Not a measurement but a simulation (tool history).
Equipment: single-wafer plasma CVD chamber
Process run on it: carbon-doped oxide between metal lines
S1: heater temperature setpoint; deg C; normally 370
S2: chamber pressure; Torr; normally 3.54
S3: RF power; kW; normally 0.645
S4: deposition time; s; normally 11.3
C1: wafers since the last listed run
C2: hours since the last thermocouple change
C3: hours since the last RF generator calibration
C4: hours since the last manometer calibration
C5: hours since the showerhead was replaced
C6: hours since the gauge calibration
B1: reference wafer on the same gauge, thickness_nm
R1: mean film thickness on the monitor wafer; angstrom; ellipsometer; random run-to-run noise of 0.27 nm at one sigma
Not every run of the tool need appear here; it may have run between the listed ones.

{"run": 1, "hour": 0.0, "S1": 370, "S2": 3.54, "S3": 0.645, "S4": 11.3, "C1": 0, "C2": 2242.6, "C3": 1895.1, "C4": 83.3, "C5": 4030.7, "C6": 353.6, "B1": 48.081, "R1": 581.84}
{"run": 2, "hour": 25.0, "S1": 370, "S2": 3.54, "S3": 0.645, "S4": 12.8, "C1": 580, "C2": 2267.6, "C3": 1920.1, "C4": 108.3, "C5": 4055.7, "C6": 378.6, "B1": 48.002, "R1": 657.1}
{"run": 3, "hour": 44.8, "S1": 370, "S2": 3.54, "S3": 0.645, "S4": 12.8, "C1": 459, "C2": 2287.4, "C3": 1939.9, "C4": 128.1, "C5": 4075.5, "C6": 398.4, "B1": 48.05, "R1": 656.75}
{"run": 4, "hour": 68.0, "S1": 370, "S2": 3.54, "S3": 0.645, "S4": 12.8, "C1": 538, "C2": 2310.6, "C3": 1963.1, "C4": 151.3, "C5": 4098.7, "C6": 421.6, "B1": 47.875, "R1": 654.47}
{"run": 5, "hour": 84.9, "S1": 370, "S2": 3.54, "S3": 0.645, "S4": 11.3, "C1": 392, "C2": 2327.5, "C3": 1980, "C4": 168.2, "C5": 4115.6, "C6": 438.5, "B1": 47.719, "R1": 576.21}
{"hour": 96.1, "done": "RF generator calibrated"}
{"run": 6, "hour": 102.8, "S1": 370, "S2": 3.54, "S3": 0.71, "S4": 11.3, "C1": 229, "C2": 2345.4, "C3": 6.7, "C4": 186.1, "C5": 4133.5, "C6": 456.4, "B1": 47.8, "R1": 603.69}
{"run": 7, "hour": 133.9, "S1": 370, "S2": 4.15, "S3": 0.645, "S4": 10.4, "C1": 722, "C2": 2376.5, "C3": 37.8, "C4": 217.2, "C5": 4164.6, "C6": 487.5, "B1": 47.584, "R1": 539.83}
{"hour": 156.8, "done": "showerhead replaced"}
{"hour": 162.7, "done": "thermocouple changed; heater temperature recalibrated"}
{"run": 8, "hour": 169.9, "S1": 370, "S2": 3.79, "S3": 0.645, "S4": 9.1, "C1": 513, "C2": 7.2, "C3": 73.8, "C4": 253.2, "C5": 13.1, "C6": 523.5, "B1": 47.63, "R1": 473.48}
{"run": 9, "hour": 184.8, "S1": 357, "S2": 3.13, "S3": 0.645, "S4": 11.3, "C1": 346, "C2": 22.1, "C3": 88.7, "C4": 268.1, "C5": 28, "C6": 538.4, "B1": 47.536, "R1": 588.57}
{"run": 10, "hour": 219.2, "S1": 370, "S2": 3.01, "S3": 0.57, "S4": 12, "C1": 798, "C2": 56.5, "C3": 123.1, "C4": 302.5, "C5": 62.4, "C6": 572.8, "B1": 47.531, "R1": 577.83}
{"run": 11, "hour": 242.9, "S1": 357, "S2": 3.98, "S3": 0.645, "S4": 11.3, "C1": 550, "C2": 80.2, "C3": 146.8, "C4": 326.2, "C5": 86.1, "C6": 596.5, "B1": 47.418, "R1": 603.37}
{"run": 12, "hour": 258.4, "S1": 370, "S2": 3.54, "S3": 0.645, "S4": 11.3, "C1": 360, "C2": 95.7, "C3": 162.3, "C4": 341.7, "C5": 101.6, "C6": 612, "B1": 47.314, "R1": 576.56}
{"run": 13, "hour": 292.1, "S1": 370, "S2": 3.54, "S3": 0.585, "S4": 11.3, "C1": 782, "C2": 129.4, "C3": 196, "C4": 375.4, "C5": 135.3, "C6": 645.7, "B1": 47.132, "R1": 550.8}
{"hour": 312.1, "done": "gauge calibrated"}
{"run": 14, "hour": 324.5, "S1": 370, "S2": 3.54, "S3": 0.545, "S4": 11.3, "C1": 752, "C2": 161.8, "C3": 228.4, "C4": 407.8, "C5": 167.7, "C6": 12.4, "B1": 48.17, "R1": 553.06}
{"run": 15, "hour": 348.5, "S1": 370, "S2": 3.54, "S3": 0.645, "S4": 9.4, "C1": 557, "C2": 185.8, "C3": 252.4, "C4": 431.8, "C5": 191.7, "C6": 36.4, "B1": 48.333, "R1": 485.03}
{"run": 16, "hour": 362.1, "S1": 378, "S2": 3.54, "S3": 0.645, "S4": 11.3, "C1": 315, "C2": 199.4, "C3": 266, "C4": 445.4, "C5": 205.3, "C6": 50, "B1": 48.188, "R1": 578.17}
{"run": 17, "hour": 387.0, "S1": 381, "S2": 2.81, "S3": 0.555, "S4": 9.8, "C1": 578, "C2": 224.3, "C3": 290.9, "C4": 470.3, "C5": 230.2, "C6": 74.9, "B1": 48.28, "R1": 461.25}
{"run": 18, "hour": 413.5, "S1": 361, "S2": 2.81, "S3": 0.645, "S4": 11.3, "C1": 615, "C2": 250.8, "C3": 317.4, "C4": 496.8, "C5": 256.7, "C6": 101.4, "B1": 48.118, "R1": 580.7}
{"run": 19, "hour": 440.1, "S1": 370, "S2": 3.29, "S3": 0.645, "S4": 11.3, "C1": 617, "C2": 277.4, "C3": 344, "C4": 523.4, "C5": 283.3, "C6": 128, "B1": 48.184, "R1": 576.72}
{"run": 20, "hour": 458.3, "S1": 381, "S2": 3.54, "S3": 0.645, "S4": 12, "C1": 422, "C2": 295.6, "C3": 362.2, "C4": 541.6, "C5": 301.5, "C6": 146.2, "B1": 48.208, "R1": 610.58}
{"run": 21, "hour": 493.0, "S1": 370, "S2": 3.54, "S3": 0.645, "S4": 13, "C1": 805, "C2": 330.3, "C3": 396.9, "C4": 576.3, "C5": 336.2, "C6": 180.9, "B1": 48.144, "R1": 672.84}
{"run": 22, "hour": 528.1, "S1": 364, "S2": 3.54, "S3": 0.645, "S4": 11.3, "C1": 815, "C2": 365.4, "C3": 432, "C4": 611.4, "C5": 371.3, "C6": 216, "B1": 48.03, "R1": 592.81}
{"run": 23, "hour": 543.5, "S1": 384, "S2": 3.54, "S3": 0.545, "S4": 11.3, "C1": 357, "C2": 380.8, "C3": 447.4, "C4": 626.8, "C5": 386.7, "C6": 231.4, "B1": 48.015, "R1": 530.07}
{"run": 24, "hour": 567.3, "S1": 359, "S2": 3.54, "S3": 0.645, "S4": 11.3, "C1": 552, "C2": 404.6, "C3": 471.2, "C4": 650.6, "C5": 410.5, "C6": 255.2, "B1": 48.045, "R1": 593.83}
{"run": 25, "hour": 601.9, "S1": 383, "S2": 3.54, "S3": 0.645, "S4": 13.3, "C1": 803, "C2": 439.2, "C3": 505.8, "C4": 685.2, "C5": 445.1, "C6": 289.8, "B1": 47.979, "R1": 668.43}
{"run": 26, "hour": 615.6, "S1": 370, "S2": 3.54, "S3": 0.73, "S4": 11.3, "C1": 318, "C2": 452.9, "C3": 519.5, "C4": 698.9, "C5": 458.8, "C6": 303.5, "B1": 47.991, "R1": 617.09}
{"run": 27, "hour": 636.1, "S1": 377, "S2": 3.54, "S3": 0.725, "S4": 11.3, "C1": 476, "C2": 473.4, "C3": 540, "C4": 719.4, "C5": 479.3, "C6": 324, "B1": 47.889, "R1": 602.68}
{"run": 28, "hour": 652.4, "S1": 366, "S2": 3.54, "S3": 0.76, "S4": 11.3, "C1": 378, "C2": 489.7, "C3": 556.3, "C4": 735.7, "C5": 495.6, "C6": 340.3, "B1": 47.882, "R1": 628.8}

What if the next run were any one of these 5? Each begins from the tool's condition after run 28:
{"run": "A", "hour": 652.8, "S1": 370, "S2": 3.86, "S3": 0.645, "S4": 11.3, "C1": 9, "C2": 490.1, "C3": 556.7, "C4": 736.1, "C5": 496, "C6": 340.7, "B1": "?", "R1": "?"}
{"run": "B", "hour": 652.8, "S1": 362, "S2": 3.54, "S3": 0.645, "S4": 12.1, "C1": 9, "C2": 490.1, "C3": 556.7, "C4": 736.1, "C5": 496, "C6": 340.7, "B1": "?", "R1": "?"}
{"run": "C", "hour": 652.8, "S1": 355, "S2": 3.54, "S3": 0.745, "S4": 12.4, "C1": 9, "C2": 490.1, "C3": 556.7, "C4": 736.1, "C5": 496, "C6": 340.7, "B1": "?", "R1": "?"}
{"run": "D", "hour": 652.8, "S1": 370, "S2": 3.54, "S3": 0.61, "S4": 11.3, "C1": 9, "C2": 490.1, "C3": 556.7, "C4": 736.1, "C5": 496, "C6": 340.7, "B1": "?", "R1": "?"}
{"run": "E", "hour": 652.8, "S1": 385, "S2": 3.54, "S3": 0.72, "S4": 11.3, "C1": 9, "C2": 490.1, "C3": 556.7, "C4": 736.1, "C5": 496, "C6": 340.7, "B1": "?", "R1": "?"}

run=A B1=47.949 R1=590.78
run=B B1=47.949 R1=638
run=C B1=47.949 R1=705.61
run=D B1=47.949 R1=572.77
run=E B1=47.949 R1=596.31
With no hidden state in the tool, these same runs would have given:
run=A R1=598.28
run=B R1=646.1
run=C R1=714.57
run=D R1=580.05
run=E R1=603.88
